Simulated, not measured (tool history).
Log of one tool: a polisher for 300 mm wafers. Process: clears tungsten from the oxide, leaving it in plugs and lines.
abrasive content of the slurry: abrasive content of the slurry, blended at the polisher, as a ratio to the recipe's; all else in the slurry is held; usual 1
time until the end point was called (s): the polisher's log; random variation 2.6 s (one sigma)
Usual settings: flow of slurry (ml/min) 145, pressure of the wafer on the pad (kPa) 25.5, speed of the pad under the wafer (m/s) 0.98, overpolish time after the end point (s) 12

run,hour,flow of slurry (ml/min),pressure of the wafer on the pad (kPa),speed of the pad under the wafer (m/s),abrasive content of the slurry,overpolish time after the end point (s),wafers since the last listed run,wafers polished on this pad,hours since the slurry nozzle was cleaned,hours since the head pressure was calibrated,hours since the slurry blender was calibrated,hours since the slurry got fresh peroxide,"incoming thickness of the incoming film, nm",time until the end point was called (s)
1,0,145,29,0.98,1,12,0,1893,72.6,64.8,43.9,116.3,538.9,120.2
# hour 37.8: worn pad replaced by a new one
2,97.1,145,25.5,0.98,1,12,797,507,169.7,161.9,141,213.4,543.8,131.9
3,111.3,145,25.5,0.98,1,12,121,629,183.9,176.1,155.2,227.6,531.6,132.2
4,146,120,32.4,0.98,1,14,297,926,218.6,210.8,189.9,262.3,536.6,119.4
5,169.8,145,25.5,0.98,0.75,12,203,1130,242.4,234.6,213.7,286.1,543.2,148
# hour 196.8: slurry tank refilled with fresh slurry and peroxide
6,201.1,145,25.5,0.98,1.1,12,259,1390,273.7,265.9,245,4.3,539.7,138.8
7,215.6,145,25.5,0.98,1,12,124,1514,288.2,280.4,259.5,18.8,540.1,143
8,249.3,165,25.5,0.98,1,17,288,1803,321.9,314.1,293.2,52.5,535.9,143.2
# hour 258.3: slurry blender recalibrated
9,283.5,145,29.6,0.98,1,5,275,2079,356.1,348.3,25.2,86.7,534,114.7
10,305.4,145,29.6,0.8,1,7,187,2266,378,370.2,47.1,108.6,542.2,134.3
# hour 311.2: worn pad replaced by a new one
11,331.9,130,25.5,0.98,1,5,192,177,404.5,396.7,73.6,135.1,536.5,131.1
# hour 344.4: slurry nozzle cleaned
12,348.6,145,25.5,0.98,1,12,134,312,4.2,413.4,90.3,151.8,542.2,127.4
13,367.4,180,25.5,0.8,0.8,7,161,473,23,432.2,109.1,170.6,541,159.6
14,383.1,145,25.5,0.98,1,12,134,607,38.7,447.9,124.8,186.3,540.1,138.4
15,398.1,145,18.6,0.98,1.1,12,128,736,53.7,462.9,139.8,201.3,534.2,156.7
16,432.1,145,25.5,0.98,1,12,291,1027,87.7,496.9,173.8,235.3,537.7,137.6
# hour 475.4: slurry tank refilled with fresh slurry and peroxide
17,477.5,145,19.3,0.98,0.8,12,380,1407,133.1,542.3,219.2,2.1,530.7,177.3
18,499.9,120,25.5,0.98,1,18,191,1599,155.5,564.7,241.6,24.5,533.9,147
# hour 515.7: slurry blender recalibrated
19,534.6,145,17.9,0.98,0.7,12,280,1879,190.2,599.4,18.9,59.2,542.2,189.5
20,563.9,145,25.5,0.98,1,12,251,2130,219.5,628.7,48.2,88.5,535.9,129.2
21,597.7,145,25.5,0.98,1,12,289,2420,253.3,662.5,82,122.3,543.2,131.8
# hour 623.4: worn pad replaced by a new one
22,629.9,130,28.3,1.18,1,15,241,56,285.5,694.7,114.2,154.5,543.3,112.4
23,653.6,145,25.5,0.98,1,9,203,259,309.2,718.4,137.9,178.2,541.9,134.6
24,684.4,195,25.5,0.8,1,12,263,522,340,749.2,168.7,209,536.7,150.3
25,719,145,30.3,0.98,1,12,296,819,374.6,783.8,203.3,243.6,532.2,123.7

Forecast each of these 5 alternatives for the next run:
A,719.5,145,25.5,0.64,1,12,4,823,375.1,784.3,203.8,244.1,535.8,?
B,719.5,180,25.5,0.8,1,12,4,823,375.1,784.3,203.8,244.1,535.8,?
C,719.5,145,25.5,0.66,1,9,4,823,375.1,784.3,203.8,244.1,535.8,?
D,719.5,145,22.1,0.98,0.7,12,4,823,375.1,784.3,203.8,244.1,535.8,?
E,719.5,120,21.4,0.98,1,16,4,823,375.1,784.3,203.8,244.1,535.8,?

run,time until the end point was called (s)
A,175.5
B,152.7
C,172.7
D,168.3
E,158.4
Without the tool's hidden state the same runs would have given:
run,time until the end point was called (s)
A,164.4
B,143.1
C,161.8
D,158.1
E,148.4

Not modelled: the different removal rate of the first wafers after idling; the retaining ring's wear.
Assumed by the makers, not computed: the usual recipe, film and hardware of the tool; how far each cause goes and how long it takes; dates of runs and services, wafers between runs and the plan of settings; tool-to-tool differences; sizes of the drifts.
